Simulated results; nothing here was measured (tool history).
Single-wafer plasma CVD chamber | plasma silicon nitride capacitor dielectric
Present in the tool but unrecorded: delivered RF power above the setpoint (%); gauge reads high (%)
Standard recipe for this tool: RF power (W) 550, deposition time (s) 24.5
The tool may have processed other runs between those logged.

run	hour	RF power (W)	deposition time (s)	wafers since the last listed run	hours since the last RF generator calibration	hours since the showerhead was replaced	hours since the gauge calibration	read-back reference wafer on the same gauge, thickness_nm	mean film thickness on the monitor wafer (Å)
1	0.0	550	24.5	0	804.4	2748.9	529.6	38.089	348.11
2	22.0	550	24.5	566	826.4	2770.9	551.6	38.088	347.59
3	51.6	595	24.5	761	856.0	2800.5	581.2	38.102	360.62
4	78.3	595	24.5	687	882.7	2827.2	607.9	38.090	361.71
5	91.8	595	24.5	347	896.2	2840.7	621.4	38.108	359.98
6	114.9	550	28.0	594	919.3	2863.8	644.5	38.094	395.86
7	129.3	550	28.0	370	933.7	2878.2	658.9	38.106	396.32
8	145.3	550	28.0	411	949.7	2894.2	674.9	38.072	396.98
9	179.4	550	24.5	877	983.8	2928.3	709.0	38.112	347.22
10	215.4	550	24.5	926	1019.8	2964.3	745.0	38.111	347.63
11	230.5	550	24.5	388	1034.9	2979.4	760.1	38.086	349.39
# hour 245.5: gauge calibrated
12	262.7	550	24.5	828	1067.1	3011.6	17.2	38.094	347.55
13	278.1	550	28.2	396	1082.5	3027.0	32.6	38.116	398.02
14	303.1	550	24.5	643	1107.5	3052.0	57.6	38.106	346.29
15	322.8	550	24.5	507	1127.2	3071.7	77.3	38.067	348.52
16	353.2	550	24.5	782	1157.6	3102.1	107.7	38.075	344.65
17	369.1	550	21.1	409	1173.5	3118.0	123.6	38.103	297.86
18	396.0	550	21.1	692	1200.4	3144.9	150.5	38.082	300.66
19	429.2	550	21.1	854	1233.6	3178.1	183.7	38.133	299.14
20	456.2	550	24.5	694	1260.6	3205.1	210.7	38.121	345.56
21	480.2	455	24.5	617	1284.6	3229.1	234.7	38.109	311.75
22	523.9	595	28.5	1124	1328.3	3272.8	278.4	38.091	416.52
23	541.4	550	24.5	450	1345.8	3290.3	295.9	38.082	347.79
24	576.6	595	24.5	906	1381.0	3325.5	331.1	38.119	360.62
25	596.1	610	24.5	501	1400.5	3345.0	350.6	38.099	365.64
26	613.2	550	24.5	440	1417.6	3362.1	367.7	38.086	347.81
27	628.4	470	28.3	391	1432.8	3377.3	382.9	38.115	365.32
# hour 649.4: RF generator calibrated
28	662.7	550	24.5	676	13.3	3411.6	417.2	38.094	358.24
# hour 687.0: showerhead replaced
29	697.6	615	26.9	692	48.2	10.6	452.1	38.101	414.08
30	732.3	590	28.8	893	82.9	45.3	486.8	38.093	431.87
31	766.3	595	19.7	875	116.9	79.3	520.8	38.110	298.31
32	829.8	465	26.8	1634	180.4	142.8	584.3	38.109	353.47
33	850.4	550	24.5	530	201.0	163.4	604.9	38.089	354.50
34	873.3	465	28.9	589	223.9	186.3	627.8	38.098	379.24
# hour 878.1: gauge calibrated
35	894.1	600	19.9	535	244.7	207.1	16.0	38.097	299.57
36	915.7	590	21.5	555	266.3	228.7	37.6	38.090	321.61
37	973.8	550	20.2	1495	324.4	286.8	95.7	38.107	292.03
38	1008.7	465	24.5	898	359.3	321.7	130.6	38.088	322.22
39	1021.7	550	28.4	334	372.3	334.7	143.6	38.085	408.85
40	1043.6	595	22.2	563	394.2	356.6	165.5	38.097	331.85
41	1072.6	655	22.8	746	423.2	385.6	194.5	38.102	356.81
42	1107.7	550	24.5	903	458.3	420.7	229.6	38.082	350.75
43	1129.7	550	24.5	566	480.3	442.7	251.6	38.117	349.40

Predict each of these 5 candidate next runs independently; none follows another, all start after run 43:
A	1130.1	550	24.5	10	480.7	443.1	252.0	?	?
B	1130.1	510	27.1	10	480.7	443.1	252.0	?	?
C	1130.1	505	29.2	10	480.7	443.1	252.0	?	?
D	1130.1	655	24.5	10	480.7	443.1	252.0	?	?
E	1130.1	480	20.1	10	480.7	443.1	252.0	?	?

run	read-back reference wafer on the same gauge, thickness_nm	mean film thickness on the monitor wafer (Å)
A	38.086	353.16
B	38.086	375.47
C	38.086	402.42
D	38.086	384.23
E	38.086	269.30
Without the tool's hidden state the same runs would have given:
run	mean film thickness on the monitor wafer (Å)
A	362.36
B	385.26
C	412.90
D	394.24
E	276.32

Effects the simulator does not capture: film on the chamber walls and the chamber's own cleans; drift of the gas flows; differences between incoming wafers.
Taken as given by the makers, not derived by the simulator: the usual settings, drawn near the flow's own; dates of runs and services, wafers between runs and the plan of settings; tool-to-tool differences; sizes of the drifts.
